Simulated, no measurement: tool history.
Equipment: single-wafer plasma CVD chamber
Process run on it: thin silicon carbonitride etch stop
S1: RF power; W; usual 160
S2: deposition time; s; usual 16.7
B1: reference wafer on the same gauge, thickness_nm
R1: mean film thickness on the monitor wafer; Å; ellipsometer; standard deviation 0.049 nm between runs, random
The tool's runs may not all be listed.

run,hour,S1,S2,B1,R1
1,0,160,16.7,9.126,86.93
2,95.2,160,16.7,9.142,86.91
3,156.3,160,16.7,9.12,86.61
4,448.2,160,16.7,9.06,86.89
5,516.4,160,16.7,9.05,86.68
6,597.6,160,16.7,9.026,85.95
7,686.2,160,16.7,9.013,84.95
# hour 796.8: thermocouple changed; heater temperature recalibrated
8,797.3,185,16.7,8.969,91.55
# hour 876: gauge calibrated
9,878.4,185,16.7,9.17,92.83
10,971,185,16.7,9.157,92.52
11,1021.6,175,15.5,9.163,83.45
# hour 1079.1: showerhead replaced
12,1124.6,160,16.7,9.17,88.04
13,1199.6,160,16.7,9.14,86.48
# hour 1263: RF generator calibrated
14,1328.3,160,16.7,9.133,86.76
15,1399.6,160,17.8,9.118,93.28
16,1449.7,190,19.2,9.132,107.3
17,1511.7,175,16.7,9.101,89.13
18,1555.2,160,18.5,9.08,96.03
19,1641.6,175,18.7,9.053,100.85
20,1717.9,170,18.4,9.039,97.1
21,1794.1,175,16.7,8.998,89.52
22,1855.4,175,14.2,8.978,74.83
23,1916.3,160,18,8.958,92.2
24,1968.7,150,20,8.92,99.32
25,2073.3,180,15,8.866,80.18
26,2130.2,145,16.7,8.834,80.07

Alternative continuations, all from the tool just after run 26; predict every row:
A,2130.6,160,16.7,?,?
B,2130.6,180,17.8,?,?
C,2130.6,140,15.6,?,?
D,2130.6,180,19.7,?,?
E,2130.6,140,19.2,?,?

run,B1,R1
A,8.863,84.17
B,8.863,94.6
C,8.863,73.72
D,8.863,104.7
E,8.863,90.74
The same runs, with their run-to-run variation unchanged, on a tool lacking any hidden condition would have given:
run,R1
A,87.02
B,97.8
C,76.21
D,108.24
E,93.8
